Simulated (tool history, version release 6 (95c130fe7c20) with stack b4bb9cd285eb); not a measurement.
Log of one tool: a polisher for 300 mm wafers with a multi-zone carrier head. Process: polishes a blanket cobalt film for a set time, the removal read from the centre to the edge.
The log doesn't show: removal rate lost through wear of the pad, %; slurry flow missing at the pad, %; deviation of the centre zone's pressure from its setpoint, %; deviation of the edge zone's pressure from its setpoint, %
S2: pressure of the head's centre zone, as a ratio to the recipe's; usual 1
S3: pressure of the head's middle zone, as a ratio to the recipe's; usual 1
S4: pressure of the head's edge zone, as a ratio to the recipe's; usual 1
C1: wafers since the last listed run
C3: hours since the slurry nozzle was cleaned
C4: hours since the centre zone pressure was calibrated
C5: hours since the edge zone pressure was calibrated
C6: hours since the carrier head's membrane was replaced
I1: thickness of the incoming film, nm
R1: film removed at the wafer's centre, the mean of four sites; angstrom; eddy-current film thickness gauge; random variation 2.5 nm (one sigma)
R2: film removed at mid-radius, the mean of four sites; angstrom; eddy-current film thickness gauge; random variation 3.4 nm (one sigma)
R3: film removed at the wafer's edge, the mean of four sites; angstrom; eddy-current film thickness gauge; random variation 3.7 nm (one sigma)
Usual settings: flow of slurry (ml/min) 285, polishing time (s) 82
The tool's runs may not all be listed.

{"run": 1, "hour": 0.0, "flow of slurry (ml/min)": 285, "S2": 1, "S3": 1, "S4": 0.92, "polishing time (s)": 82, "C1": 0, "wafers polished on this pad": 359, "C3": 633.6, "C4": 847.7, "C5": 625.2, "C6": 1422.2, "I1": 692.2, "R1": 2241, "R2": 2215, "R3": 2149}
{"run": 2, "hour": 53.3, "flow of slurry (ml/min)": 285, "S2": 1, "S3": 1, "S4": 0.92, "polishing time (s)": 82, "C1": 330, "wafers polished on this pad": 689, "C3": 686.9, "C4": 901, "C5": 678.5, "C6": 1475.5, "I1": 672.2, "R1": 2242, "R2": 2209, "R3": 2212}
{"hour": 93.9, "done": "slurry nozzle cleaned"}
{"run": 3, "hour": 132.1, "flow of slurry (ml/min)": 285, "S2": 1, "S3": 1, "S4": 1, "polishing time (s)": 63, "C1": 481, "wafers polished on this pad": 1171, "C3": 38.2, "C4": 979.8, "C5": 757.3, "C6": 1554.3, "I1": 676.1, "R1": 1680, "R2": 1709, "R3": 1728}
{"hour": 190.2, "done": "centre zone pressure recalibrated"}
{"run": 4, "hour": 225.0, "flow of slurry (ml/min)": 285, "S2": 1, "S3": 1, "S4": 1, "polishing time (s)": 63, "C1": 562, "wafers polished on this pad": 1734, "C3": 131.1, "C4": 34.8, "C5": 850.2, "C6": 1647.2, "I1": 688.3, "R1": 1688, "R2": 1708, "R3": 1709}
{"hour": 231.0, "done": "carrier head's membrane replaced by a new one"}
{"run": 5, "hour": 311.2, "flow of slurry (ml/min)": 285, "S2": 1, "S3": 1, "S4": 1, "polishing time (s)": 63, "C1": 502, "wafers polished on this pad": 2237, "C3": 217.3, "C4": 121, "C5": 936.4, "C6": 80.2, "I1": 686, "R1": 1686, "R2": 1673, "R3": 1678}
{"hour": 350.5, "done": "worn pad replaced by a new one, repeated, since the last time left the tool worse"}
{"hour": 358.8, "done": "edge zone pressure recalibrated"}
{"run": 6, "hour": 380.6, "flow of slurry (ml/min)": 285, "S2": 1, "S3": 1, "S4": 1, "polishing time (s)": 82, "C1": 392, "wafers polished on this pad": 174, "C3": 286.7, "C4": 190.4, "C5": 21.8, "C6": 149.6, "I1": 669.8, "R1": 2557, "R2": 2523, "R3": 2584}
{"run": 7, "hour": 464.1, "flow of slurry (ml/min)": 285, "S2": 0.93, "S3": 1, "S4": 0.93, "polishing time (s)": 102, "C1": 517, "wafers polished on this pad": 691, "C3": 370.2, "C4": 273.9, "C5": 105.3, "C6": 233.1, "I1": 665.1, "R1": 2962, "R2": 3102, "R3": 3058}
{"run": 8, "hour": 507.3, "flow of slurry (ml/min)": 285, "S2": 1, "S3": 1, "S4": 1, "polishing time (s)": 82, "C1": 267, "wafers polished on this pad": 958, "C3": 413.4, "C4": 317.1, "C5": 148.5, "C6": 276.3, "I1": 694.3, "R1": 2592, "R2": 2550, "R3": 2498}
{"run": 9, "hour": 558.4, "flow of slurry (ml/min)": 285, "S2": 1.12, "S3": 1, "S4": 0.94, "polishing time (s)": 98, "C1": 316, "wafers polished on this pad": 1275, "C3": 464.5, "C4": 368.2, "C5": 199.6, "C6": 327.4, "I1": 687.8, "R1": 3326, "R2": 3045, "R3": 2993}
{"run": 10, "hour": 622.2, "flow of slurry (ml/min)": 285, "S2": 0.91, "S3": 0.96, "S4": 1, "polishing time (s)": 82, "C1": 395, "wafers polished on this pad": 1670, "C3": 528.3, "C4": 432, "C5": 263.4, "C6": 391.2, "I1": 683.1, "R1": 2317, "R2": 2429, "R3": 2495}
{"run": 11, "hour": 711.0, "flow of slurry (ml/min)": 285, "S2": 1, "S3": 1, "S4": 0.93, "polishing time (s)": 104, "C1": 549, "wafers polished on this pad": 2220, "C3": 617.1, "C4": 520.8, "C5": 352.2, "C6": 480, "I1": 680.6, "R1": 3139, "R2": 3104, "R3": 3069}
{"hour": 862.7, "done": "slurry nozzle cleaned"}
{"hour": 880.9, "done": "worn pad replaced by a new one"}
{"run": 12, "hour": 1033.4, "flow of slurry (ml/min)": 285, "S2": 1, "S3": 1.06, "S4": 1.07, "polishing time (s)": 82, "C1": 1965, "wafers polished on this pad": 944, "C3": 170.7, "C4": 843.2, "C5": 674.6, "C6": 802.4, "I1": 671.3, "R1": 2541, "R2": 2669, "R3": 2635}
{"run": 13, "hour": 1124.2, "flow of slurry (ml/min)": 285, "S2": 1, "S3": 1, "S4": 1, "polishing time (s)": 82, "C1": 562, "wafers polished on this pad": 1506, "C3": 261.5, "C4": 934, "C5": 765.4, "C6": 893.2, "I1": 685.1, "R1": 2515, "R2": 2521, "R3": 2510}
{"run": 14, "hour": 1228.3, "flow of slurry (ml/min)": 200, "S2": 1, "S3": 1, "S4": 1.11, "polishing time (s)": 82, "C1": 644, "wafers polished on this pad": 2151, "C3": 365.6, "C4": 1038.1, "C5": 869.5, "C6": 997.3, "I1": 688.3, "R1": 2347, "R2": 2418, "R3": 2508}
{"run": 15, "hour": 1315.7, "flow of slurry (ml/min)": 350, "S2": 1, "S3": 0.93, "S4": 1, "polishing time (s)": 95, "C1": 541, "wafers polished on this pad": 2692, "C3": 453, "C4": 1125.5, "C5": 956.9, "C6": 1084.7, "I1": 678.1, "R1": 2883, "R2": 2682, "R3": 2902}
{"hour": 1353.8, "done": "centre zone pressure recalibrated"}
{"run": 16, "hour": 1393.0, "flow of slurry (ml/min)": 285, "S2": 1, "S3": 1, "S4": 1, "polishing time (s)": 82, "C1": 466, "wafers polished on this pad": 3158, "C3": 530.3, "C4": 39.2, "C5": 1034.2, "C6": 1162, "I1": 687.6, "R1": 2406, "R2": 2366, "R3": 2375}

Run 17 comes next. What will it give?
{"hour": 1427.3, "done": "worn pad replaced by a new one"}
{"run": 17, "hour": 1444.8, "flow of slurry (ml/min)": 285, "S2": 1, "S3": 1, "S4": 1, "polishing time (s)": 63, "C1": 296, "wafers polished on this pad": 108, "C3": 582.1, "C4": 91, "C5": 1086, "C6": 1213.8, "I1": 679.8, "R1": "?", "R2": "?", "R3": "?"}

Run 17 gave R1 1954 angstrom, R2 1928 angstrom, R3 1952 angstrom.
Without the tool's hidden state the same run would have given R1 1982 angstrom, R2 1956 angstrom, R3 1980 angstrom.
